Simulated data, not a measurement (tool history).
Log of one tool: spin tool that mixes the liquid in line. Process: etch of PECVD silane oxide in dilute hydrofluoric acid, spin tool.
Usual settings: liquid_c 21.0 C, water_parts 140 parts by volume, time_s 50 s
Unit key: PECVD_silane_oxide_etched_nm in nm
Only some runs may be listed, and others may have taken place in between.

run,day,liquid_c,water_parts,time_s,wafers since the last listed run,hours since the thermometer was replaced,hours since the hydrofluoric acid flow meter was replaced,hours since the gauge calibration,"read-back film thickness of the PECVD silane oxide reference wafer, read on the same gauge (nm)",PECVD_silane_oxide_etched_nm
1,0.000,21.0,140,45,0,2166.4,171.5,671.5,40.02,6.25
2,0.504,21.0,140,45,178,2178.5,183.6,683.6,39.98,6.25
3,1.746,21.0,140,50,439,2208.3,213.4,713.4,40.01,7.03
4,2.479,21.0,140,50,259,2225.9,231.0,731.0,40.03,7.06
5,3.417,21.0,140,50,331,2248.4,253.5,753.5,39.98,6.96
6,4.567,21.0,140,50,407,2276.0,281.1,781.1,39.99,7.14
7,6.029,21.0,140,50,517,2311.1,316.2,816.2,40.00,7.08
8,6.758,21.0,140,50,258,2328.6,333.7,833.7,40.01,7.14
9,7.646,21.0,140,50,314,2349.9,355.0,855.0,39.97,7.25
10,8.625,21.0,140,50,346,2373.4,378.5,878.5,40.03,7.31
# day 9.042: hydrofluoric acid flow meter replaced
11,9.779,21.0,170,50,393,2401.1,17.7,906.2,40.00,5.37
12,10.400,21.0,140,50,219,2416.0,32.6,921.1,39.98,6.67
13,11.762,21.0,140,50,482,2448.7,65.3,953.8,39.99,6.90
14,14.746,21.0,140,50,1056,2520.3,136.9,1025.4,39.98,6.92
15,17.908,19.0,210,40,1119,2596.2,212.8,1101.3,40.00,3.24
16,18.538,21.0,140,50,222,2611.3,227.9,1116.4,39.98,7.10
17,19.871,21.0,140,25,472,2643.3,259.9,1148.4,40.02,3.61
18,21.333,21.0,140,50,517,2678.4,295.0,1183.5,39.97,7.23
19,22.796,21.0,140,50,517,2713.5,330.1,1218.6,40.01,7.32
20,23.638,17.5,195,30,298,2733.7,350.3,1238.8,40.02,2.61
# day 23.825: thermometer replaced
21,24.150,23.5,85,50,166,7.8,362.6,1251.1,40.04,12.91
# day 27.671: hydrofluoric acid flow meter replaced
22,28.571,18.5,105,50,1550,113.9,21.6,1357.2,40.02,7.96
23,29.096,21.0,140,50,185,126.5,34.2,1369.8,40.03,6.45
24,29.617,21.0,105,40,184,139.0,46.7,1382.3,40.03,7.03
# day 30.000: gauge calibrated
25,30.946,17.5,185,35,470,170.9,78.6,22.7,39.97,2.80
26,31.596,21.0,140,50,230,186.5,94.2,38.3,39.99,6.41
27,32.725,17.5,140,50,399,213.6,121.3,65.4,40.01,5.55
28,33.542,21.0,140,50,289,233.2,140.9,85.0,40.00,6.51
29,34.788,18.0,95,70,441,263.1,170.8,114.9,40.00,12.53
30,38.262,21.0,140,40,1230,346.5,254.2,198.3,40.01,5.44
31,39.692,21.0,140,50,506,380.8,288.5,232.6,40.00,6.61
32,40.342,26.0,140,60,230,396.4,304.1,248.2,39.98,9.77
33,41.046,19.0,190,35,249,413.3,321.0,265.1,39.99,3.06
34,41.675,18.0,140,20,222,428.4,336.1,280.2,40.03,2.44

3 ways to go on from here, each from the tool as it stands after run 34. What would each give?
A,41.692,21.0,110,50,5,428.8,336.5,280.6,?,?
B,41.692,25.0,190,70,5,428.8,336.5,280.6,?,?
C,41.692,21.0,100,25,5,428.8,336.5,280.6,?,?

run,"read-back film thickness of the PECVD silane oxide reference wafer, read on the same gauge (nm)",PECVD_silane_oxide_etched_nm
A,39.97,8.96
B,39.97,7.78
C,39.97,4.98
Stripped of hidden state, with their random variation kept, the same runs would have yielded:
run,PECVD_silane_oxide_etched_nm
A,7.95
B,6.87
C,4.42
